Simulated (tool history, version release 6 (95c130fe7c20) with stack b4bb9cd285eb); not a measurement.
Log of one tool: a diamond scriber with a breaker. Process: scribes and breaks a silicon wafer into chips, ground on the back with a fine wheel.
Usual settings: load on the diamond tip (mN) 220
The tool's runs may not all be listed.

run,hour,load on the diamond tip (mN),"incoming depth of the damage left on the back of the incoming wafer, um",depth of the median crack under the scribed line (µm),chips rejected at inspection after the break (%)
1,0,220,2.86,10.69,2.83
2,54.2,220,2.77,10.76,2.69
3,146.2,220,1.69,10.74,1.68
4,247.3,195,2.5,10.07,5.35
5,283.3,195,1.73,10.25,4.56
6,382.5,195,1.95,9.95,5.09
7,422.6,220,1.68,10.49,1.84
8,529.5,249,2.3,11.45,2.08
9,607.7,249,2.43,11.29,2.11
10,681.9,249,2.42,11.33,2
# hour 689.7: diamond tip replaced by a new one
11,752,220,2.46,10.75,3.19
12,849.7,180,2.76,9.16,12
13,946.9,180,2.45,9.25,12.08
14,1044.5,180,1.99,9.04,11.11
# hour 1088.9: load on the tip recalibrated
15,1105.4,174,1.71,9.5,7.02
16,1178.5,220,2.71,11.11,2.39
17,1269.7,239,2,11.82,1.95
18,1383.7,253,2.86,11.92,3.34
19,1428.9,269,1.51,12.47,4.17
# hour 1491: diamond tip replaced by a new one
20,1528.2,281,2.67,12.64,5.73
21,1614.3,250,2.99,11.82,3.59
22,1652.2,162,2.1,9.3,13.08
23,1707.5,220,2.41,10.87,2.31
24,1803.8,220,2.44,10.8,2.34
25,1872.5,189,1.71,10.14,5.69
26,1931.6,194,2.83,9.88,6.76
27,2138,203,2.4,9.85,4.94
28,2193.9,266,2.28,12.02,2.61
# hour 2207.5: diamond tip replaced by a new one
29,2286.8,267,2.71,11.83,2.95
30,2391.2,264,1.63,12.03,1.88
31,2487.8,243,2.61,11.07,2.21

Forecast each of these 4 alternatives for the next run:
A,2488.5,220,2.47,?,?
B,2488.5,261,2.47,?,?
C,2488.5,265,2.47,?,?
D,2488.5,160,2.47,?,?

run,depth of the median crack under the scribed line (µm),chips rejected at inspection after the break (%)
A,10.37,3.81
B,11.52,2.33
C,11.62,2.5
D,8.58,20.6
Without the tool's hidden state the same runs would have given:
run,depth of the median crack under the scribed line (µm),chips rejected at inspection after the break (%)
A,11.15,2.13
B,12.38,4.88
C,12.5,5.41
D,9.22,12.4

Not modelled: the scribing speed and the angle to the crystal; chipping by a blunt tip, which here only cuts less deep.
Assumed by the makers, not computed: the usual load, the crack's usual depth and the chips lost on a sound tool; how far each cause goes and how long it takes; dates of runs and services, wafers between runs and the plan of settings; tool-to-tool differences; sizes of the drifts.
